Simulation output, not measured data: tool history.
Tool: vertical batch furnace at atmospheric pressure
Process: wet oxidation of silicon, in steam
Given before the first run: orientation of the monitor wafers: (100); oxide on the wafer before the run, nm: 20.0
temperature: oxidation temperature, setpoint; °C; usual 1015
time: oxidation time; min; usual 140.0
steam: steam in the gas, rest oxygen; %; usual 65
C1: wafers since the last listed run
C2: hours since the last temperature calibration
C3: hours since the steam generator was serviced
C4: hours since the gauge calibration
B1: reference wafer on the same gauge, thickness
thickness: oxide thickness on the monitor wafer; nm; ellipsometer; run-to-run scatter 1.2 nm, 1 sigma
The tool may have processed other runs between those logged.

run 1 hour=0.0 | temperature=1015 time=140.0 steam=65 | C1=0 C2=3690.2 C3=3495.8 C4=727.7 | B1=619.59 | thickness=556.37
run 2 hour=81.0 | temperature=1015 time=140.0 steam=65 | C1=874 C2=3771.2 C3=3576.8 C4=808.7 | B1=618.96 | thickness=557.84
run 3 hour=109.6 | temperature=1022 time=140.0 steam=65 | C1=308 C2=3799.8 C3=3605.4 C4=837.3 | B1=619.43 | thickness=579.05
run 4 hour=136.6 | temperature=1015 time=122.0 steam=65 | C1=291 C2=3826.8 C3=3632.4 C4=864.3 | B1=618.83 | thickness=509.57
run 5 hour=152.7 | temperature=1015 time=122.0 steam=65 | C1=173 C2=3842.9 C3=3648.5 C4=880.4 | B1=618.72 | thickness=510.47
run 6 hour=175.9 | temperature=1015 time=140.0 steam=65 | C1=250 C2=3866.1 C3=3671.7 C4=903.6 | B1=619.13 | thickness=556.67
run 7 hour=200.6 | temperature=1015 time=140.0 steam=65 | C1=266 C2=3890.8 C3=3696.4 C4=928.3 | B1=619.27 | thickness=557.42
run 8 hour=229.2 | temperature=1015 time=103.5 steam=65 | C1=308 C2=3919.4 C3=3725.0 C4=956.9 | B1=619.06 | thickness=457.77
run 9 hour=242.7 | temperature=1015 time=140.0 steam=65 | C1=145 C2=3932.9 C3=3738.5 C4=970.4 | B1=618.45 | thickness=557.20
run 10 hour=277.7 | temperature=1015 time=140.0 steam=65 | C1=377 C2=3967.9 C3=3773.5 C4=1005.4 | B1=619.23 | thickness=556.01
run 11 hour=294.6 | temperature=1015 time=101.0 steam=74 | C1=182 C2=3984.8 C3=3790.4 C4=1022.3 | B1=618.87 | thickness=491.36
run 12 hour=314.6 | temperature=1015 time=101.0 steam=74 | C1=215 C2=4004.8 C3=3810.4 C4=1042.3 | B1=619.09 | thickness=491.14
run 13 hour=343.2 | temperature=1015 time=140.0 steam=65 | C1=308 C2=4033.4 C3=3839.0 C4=1070.9 | B1=618.60 | thickness=556.60
run 14 hour=356.3 | temperature=1015 time=140.0 steam=65 | C1=141 C2=4046.5 C3=3852.1 C4=1084.0 | B1=618.91 | thickness=557.11
run 15 hour=382.5 | temperature=1015 time=181.0 steam=65 | C1=282 C2=4072.7 C3=3878.3 C4=1110.2 | B1=618.83 | thickness=652.75
run 16 hour=403.3 | temperature=1015 time=140.0 steam=65 | C1=224 C2=4093.5 C3=3899.1 C4=1131.0 | B1=619.01 | thickness=556.21
run 17 hour=427.7 | temperature=1015 time=140.0 steam=65 | C1=263 C2=4117.9 C3=3923.5 C4=1155.4 | B1=618.75 | thickness=554.80
-- hour=446.8 gauge calibrated
run 18 hour=457.3 | temperature=1015 time=140.0 steam=65 | C1=319 C2=4147.5 C3=3953.1 C4=10.5 | B1=618.62 | thickness=555.95
run 19 hour=480.9 | temperature=1023 time=140.0 steam=65 | C1=254 C2=4171.1 C3=3976.7 C4=34.1 | B1=619.38 | thickness=582.35
run 20 hour=508.8 | temperature=1036 time=140.0 steam=54 | C1=301 C2=4199.0 C3=4004.6 C4=62.0 | B1=619.00 | thickness=557.73
-- hour=552.2 steam generator serviced
run 21 hour=552.7 | temperature=1015 time=140.0 steam=65 | C1=214 C2=4242.9 C3=0.5 C4=105.9 | B1=618.87 | thickness=584.85
run 22 hour=559.1 | temperature=1015 time=140.0 steam=65 | C1=69 C2=4249.3 C3=6.9 C4=112.3 | B1=619.19 | thickness=582.30
-- hour=598.8 thermocouples replaced and temperature profile calibrated
run 23 hour=599.3 | temperature=1023 time=183.5 steam=65 | C1=174 C2=0.5 C3=47.1 C4=152.5 | B1=618.73 | thickness=713.39
run 24 hour=611.1 | temperature=995 time=140.0 steam=65 | C1=127 C2=12.3 C3=58.9 C4=164.3 | B1=618.62 | thickness=514.48
run 25 hour=631.8 | temperature=995 time=118.0 steam=65 | C1=223 C2=33.0 C3=79.6 C4=185.0 | B1=618.58 | thickness=461.09
run 26 hour=665.2 | temperature=1015 time=71.0 steam=74 | C1=360 C2=66.4 C3=113.0 C4=218.4 | B1=618.91 | thickness=409.14
run 27 hour=697.3 | temperature=1015 time=179.5 steam=60 | C1=346 C2=98.5 C3=145.1 C4=250.5 | B1=619.22 | thickness=640.19
run 28 hour=711.5 | temperature=1015 time=209.5 steam=60 | C1=153 C2=112.7 C3=159.3 C4=264.7 | B1=618.93 | thickness=702.55
run 29 hour=743.2 | temperature=1022 time=77.0 steam=74 | C1=342 C2=144.4 C3=191.0 C4=296.4 | B1=619.27 | thickness=447.60
run 30 hour=764.7 | temperature=1015 time=140.0 steam=65 | C1=232 C2=165.9 C3=212.5 C4=317.9 | B1=618.86 | thickness=576.19
run 31 hour=793.0 | temperature=998 time=140.0 steam=65 | C1=305 C2=194.2 C3=240.8 C4=346.2 | B1=619.37 | thickness=520.19
run 32 hour=828.1 | temperature=1032 time=165.0 steam=65 | C1=378 C2=229.3 C3=275.9 C4=381.3 | B1=619.19 | thickness=696.25
run 33 hour=902.8 | temperature=1015 time=140.0 steam=65 | C1=806 C2=304.0 C3=350.6 C4=456.0 | B1=618.92 | thickness=574.02
run 34 hour=916.8 | temperature=990 time=80.0 steam=68 | C1=151 C2=318.0 C3=364.6 C4=470.0 | B1=618.93 | thickness=348.31
run 35 hour=952.2 | temperature=1015 time=140.0 steam=65 | C1=382 C2=353.4 C3=400.0 C4=505.4 | B1=619.40 | thickness=573.38
run 36 hour=1010.0 | temperature=1006 time=203.0 steam=65 | C1=623 C2=411.2 C3=457.8 C4=563.2 | B1=619.24 | thickness=684.59
run 37 hour=1054.7 | temperature=1032 time=98.0 steam=65 | C1=482 C2=455.9 C3=502.5 C4=607.9 | B1=619.60 | thickness=505.16
run 38 hour=1073.9 | temperature=1015 time=140.0 steam=65 | C1=207 C2=475.1 C3=521.7 C4=627.1 | B1=618.98 | thickness=570.56

Alternative continuations, all from the tool just after run 38; predict every row:
run A hour=1079.5 | temperature=1015 time=140.0 steam=65 | C1=60 C2=480.7 C3=527.3 C4=632.7 | B1=? | thickness=?
run B hour=1079.5 | temperature=1015 time=140.0 steam=71 | C1=60 C2=480.7 C3=527.3 C4=632.7 | B1=? | thickness=?
run C hour=1079.5 | temperature=1015 time=140.0 steam=55 | C1=60 C2=480.7 C3=527.3 C4=632.7 | B1=? | thickness=?
run D hour=1079.5 | temperature=1015 time=74.0 steam=65 | C1=60 C2=480.7 C3=527.3 C4=632.7 | B1=? | thickness=?

run=A B1=619.30 thickness=571.04
run=B B1=619.30 thickness=603.03
run=C B1=619.30 thickness=514.55
run=D B1=619.30 thickness=380.72
Without the tool's hidden state the same runs would have given:
run=A thickness=586.36
run=B thickness=619.09
run=C thickness=528.54
run=D thickness=391.48
